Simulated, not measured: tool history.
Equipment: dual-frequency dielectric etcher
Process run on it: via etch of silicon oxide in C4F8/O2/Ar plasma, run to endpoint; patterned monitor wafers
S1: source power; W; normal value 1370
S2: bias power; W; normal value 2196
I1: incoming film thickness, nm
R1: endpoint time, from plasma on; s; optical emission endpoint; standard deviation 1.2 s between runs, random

run    day    S1    S2      I1     R1
  1  0.000  1370  2196  1263.6  252.8
  2  0.525  1370  2196  1264.1  252.6
  3  0.988  1370  2196  1232.8  245.2
  4  1.342  1370  2196  1259.8  250.9
  5  1.596  1160  2196  1263.8  265.9
  6  2.042  1160  2196  1247.6  262.8
  7  2.638  1160  2196  1254.6  265.6
  8  3.158  1590  2509  1263.4  223.4
  9  3.538  1180  2196  1256.9  264.6
     4.329  -- source power generator calibrated
 10  5.312  1180  2196  1263.1  264.5
 11  5.992  1170  2573  1254.7  245.4
     6.188  -- bias power generator calibrated
 12  6.388  1700  1810  1259.1  246.5
     7.650  -- wet clean of the chamber
     7.825  -- upper electrode replaced
 13  7.846  1170  2731  1263.7  252.5
 14  7.862  1180  2196  1249.5  270.7

What will run 15 give?
 15  8.050  1070  2008  1260.9   ?

{"run 15": {"R1": 292.4}}
Had the tool carried no hidden state, the very same run would have given R1 294.2 s.

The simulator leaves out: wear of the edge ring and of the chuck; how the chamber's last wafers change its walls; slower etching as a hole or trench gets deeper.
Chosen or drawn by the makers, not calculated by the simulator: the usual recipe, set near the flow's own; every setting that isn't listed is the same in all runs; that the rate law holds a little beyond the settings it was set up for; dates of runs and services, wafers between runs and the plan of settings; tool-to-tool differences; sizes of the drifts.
